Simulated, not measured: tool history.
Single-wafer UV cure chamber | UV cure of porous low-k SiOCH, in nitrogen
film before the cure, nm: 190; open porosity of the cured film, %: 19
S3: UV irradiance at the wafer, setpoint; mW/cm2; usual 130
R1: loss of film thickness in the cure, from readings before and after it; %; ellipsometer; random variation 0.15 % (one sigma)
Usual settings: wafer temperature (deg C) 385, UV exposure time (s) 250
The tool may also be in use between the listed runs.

{"run": 1, "hour": 0.0, "wafer temperature (deg C)": 385, "UV exposure time (s)": 250, "S3": 119, "R1": 12.707}
{"run": 2, "hour": 13.7, "wafer temperature (deg C)": 374, "UV exposure time (s)": 145, "S3": 130, "R1": 10.429}
{"run": 3, "hour": 31.8, "wafer temperature (deg C)": 374, "UV exposure time (s)": 145, "S3": 130, "R1": 10.319}
{"run": 4, "hour": 54.8, "wafer temperature (deg C)": 385, "UV exposure time (s)": 250, "S3": 130, "R1": 12.814}
{"run": 5, "hour": 88.4, "wafer temperature (deg C)": 385, "UV exposure time (s)": 250, "S3": 130, "R1": 12.661}
{"run": 6, "hour": 100.5, "wafer temperature (deg C)": 385, "UV exposure time (s)": 250, "S3": 130, "R1": 13.068}
{"run": 7, "hour": 148.4, "wafer temperature (deg C)": 385, "UV exposure time (s)": 250, "S3": 130, "R1": 12.984}
{"run": 8, "hour": 182.7, "wafer temperature (deg C)": 385, "UV exposure time (s)": 250, "S3": 130, "R1": 12.733}
{"run": 9, "hour": 207.7, "wafer temperature (deg C)": 385, "UV exposure time (s)": 130, "S3": 130, "R1": 9.835}
{"run": 10, "hour": 223.3, "wafer temperature (deg C)": 371, "UV exposure time (s)": 250, "S3": 130, "R1": 12.647}
{"run": 11, "hour": 242.9, "wafer temperature (deg C)": 371, "UV exposure time (s)": 250, "S3": 130, "R1": 12.553}
{"hour": 257.9, "done": "quartz window cleaned"}
{"run": 12, "hour": 258.4, "wafer temperature (deg C)": 371, "UV exposure time (s)": 250, "S3": 130, "R1": 11.893}
{"run": 13, "hour": 279.7, "wafer temperature (deg C)": 402, "UV exposure time (s)": 155, "S3": 130, "R1": 10.305}
{"run": 14, "hour": 298.5, "wafer temperature (deg C)": 392, "UV exposure time (s)": 250, "S3": 130, "R1": 12.296}
{"run": 15, "hour": 314.2, "wafer temperature (deg C)": 397, "UV exposure time (s)": 200, "S3": 115, "R1": 10.853}
{"run": 16, "hour": 333.0, "wafer temperature (deg C)": 385, "UV exposure time (s)": 250, "S3": 115, "R1": 11.854}
{"hour": 369.5, "done": "UV bulbs replaced"}
{"run": 17, "hour": 370.0, "wafer temperature (deg C)": 385, "UV exposure time (s)": 250, "S3": 130, "R1": 12.046}
{"hour": 381.0, "done": "quartz window cleaned, repeated, since the last time left the tool worse"}
{"run": 18, "hour": 400.9, "wafer temperature (deg C)": 371, "UV exposure time (s)": 250, "S3": 130, "R1": 13.021}
{"run": 19, "hour": 422.6, "wafer temperature (deg C)": 385, "UV exposure time (s)": 310, "S3": 152, "R1": 15.095}
{"run": 20, "hour": 457.4, "wafer temperature (deg C)": 378, "UV exposure time (s)": 165, "S3": 119, "R1": 10.954}
{"run": 21, "hour": 469.9, "wafer temperature (deg C)": 385, "UV exposure time (s)": 250, "S3": 130, "R1": 13.365}
{"run": 22, "hour": 495.0, "wafer temperature (deg C)": 385, "UV exposure time (s)": 170, "S3": 150, "R1": 12.349}
{"run": 23, "hour": 512.2, "wafer temperature (deg C)": 385, "UV exposure time (s)": 300, "S3": 130, "R1": 14.244}
{"run": 24, "hour": 542.6, "wafer temperature (deg C)": 385, "UV exposure time (s)": 250, "S3": 151, "R1": 13.931}
{"run": 25, "hour": 555.4, "wafer temperature (deg C)": 396, "UV exposure time (s)": 250, "S3": 130, "R1": 13.247}

Forecast each of these 3 alternatives for the next run:
{"run": "A", "hour": 555.9, "wafer temperature (deg C)": 385, "UV exposure time (s)": 250, "S3": 141, "R1": "?"}
{"run": "B", "hour": 555.9, "wafer temperature (deg C)": 394, "UV exposure time (s)": 250, "S3": 147, "R1": "?"}
{"run": "C", "hour": 555.9, "wafer temperature (deg C)": 374, "UV exposure time (s)": 165, "S3": 130, "R1": "?"}

run=A R1=13.893
run=B R1=14.267
run=C R1=11.344
Without the tool's hidden state the same runs would have given:
run=A R1=14.151
run=B R1=14.526
run=C R1=11.589

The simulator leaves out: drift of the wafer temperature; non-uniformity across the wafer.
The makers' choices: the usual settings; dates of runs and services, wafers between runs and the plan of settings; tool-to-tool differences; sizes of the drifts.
